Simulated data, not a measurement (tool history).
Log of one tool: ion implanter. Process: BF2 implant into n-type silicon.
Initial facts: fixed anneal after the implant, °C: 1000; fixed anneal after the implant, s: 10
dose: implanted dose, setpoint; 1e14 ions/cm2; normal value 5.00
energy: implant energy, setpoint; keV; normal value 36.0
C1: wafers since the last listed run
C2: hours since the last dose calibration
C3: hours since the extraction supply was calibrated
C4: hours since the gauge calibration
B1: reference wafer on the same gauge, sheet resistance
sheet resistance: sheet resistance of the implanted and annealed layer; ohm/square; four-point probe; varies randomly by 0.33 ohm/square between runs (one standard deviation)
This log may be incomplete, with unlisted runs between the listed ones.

run 1 hour=0.0 | dose=4.55 energy=36.0 | C1=0 C2=1738.4 C3=5305.1 C4=167.4 | B1=178.98 | sheet_resistance=246.70
run 2 hour=6.4 | dose=4.55 energy=36.0 | C1=112 C2=1744.8 C3=5311.5 C4=173.8 | B1=178.95 | sheet_resistance=246.83
run 3 hour=22.6 | dose=4.55 energy=36.0 | C1=284 C2=1761.0 C3=5327.7 C4=190.0 | B1=178.85 | sheet_resistance=246.90
run 4 hour=39.9 | dose=5.63 energy=36.0 | C1=304 C2=1778.3 C3=5345.0 C4=207.3 | B1=179.03 | sheet_resistance=206.94
run 5 hour=56.3 | dose=5.63 energy=36.0 | C1=288 C2=1794.7 C3=5361.4 C4=223.7 | B1=179.09 | sheet_resistance=206.69
run 6 hour=68.8 | dose=4.02 energy=27.0 | C1=219 C2=1807.2 C3=5373.9 C4=236.2 | B1=179.04 | sheet_resistance=284.48
run 7 hour=85.8 | dose=4.02 energy=27.0 | C1=298 C2=1824.2 C3=5390.9 C4=253.2 | B1=179.06 | sheet_resistance=284.57
run 8 hour=94.4 | dose=4.02 energy=27.0 | C1=151 C2=1832.8 C3=5399.5 C4=261.8 | B1=179.02 | sheet_resistance=285.86
-- hour=106.8 gauge calibrated
-- hour=112.7 extraction supply calibrated
run 9 hour=113.2 | dose=4.09 energy=36.0 | C1=189 C2=1851.6 C3=0.5 C4=6.4 | B1=179.09 | sheet_resistance=271.63
-- hour=129.6 Faraday cup replaced and dose calibrated
run 10 hour=130.1 | dose=4.09 energy=36.0 | C1=156 C2=0.5 C3=17.4 C4=23.3 | B1=179.10 | sheet_resistance=280.76
run 11 hour=130.9 | dose=5.00 energy=36.0 | C1=14 C2=1.3 C3=18.2 C4=24.1 | B1=178.97 | sheet_resistance=235.79
run 12 hour=147.0 | dose=5.00 energy=36.0 | C1=283 C2=17.4 C3=34.3 C4=40.2 | B1=179.09 | sheet_resistance=235.35
run 13 hour=163.7 | dose=5.70 energy=42.0 | C1=293 C2=34.1 C3=51.0 C4=56.9 | B1=178.95 | sheet_resistance=205.97
-- hour=175.0 Faraday cup replaced and dose calibrated, repeated, since the last time left the tool worse
run 14 hour=175.5 | dose=5.00 energy=36.0 | C1=66 C2=0.5 C3=62.8 C4=68.7 | B1=178.98 | sheet_resistance=222.91
run 15 hour=178.8 | dose=5.95 energy=44.5 | C1=58 C2=3.8 C3=66.1 C4=72.0 | B1=178.98 | sheet_resistance=187.20
run 16 hour=185.5 | dose=5.00 energy=36.0 | C1=117 C2=10.5 C3=72.8 C4=78.7 | B1=179.09 | sheet_resistance=222.84
run 17 hour=216.1 | dose=3.97 energy=40.5 | C1=537 C2=41.1 C3=103.4 C4=109.3 | B1=179.09 | sheet_resistance=268.97
run 18 hour=232.4 | dose=6.44 energy=28.0 | C1=286 C2=57.4 C3=119.7 C4=125.6 | B1=178.92 | sheet_resistance=198.82

Expected results for the next run?
run 19 hour=240.1 | dose=4.02 energy=25.5 | C1=135 C2=65.1 C3=127.4 C4=133.3 | B1=? | sheet_resistance=?

{"run 19": {"B1": 179.01, "sheet resistance": 281.45}}
On a tool with no hidden condition, and with the same random variation, this run would have come out at sheet resistance 281.42 ohm/square.
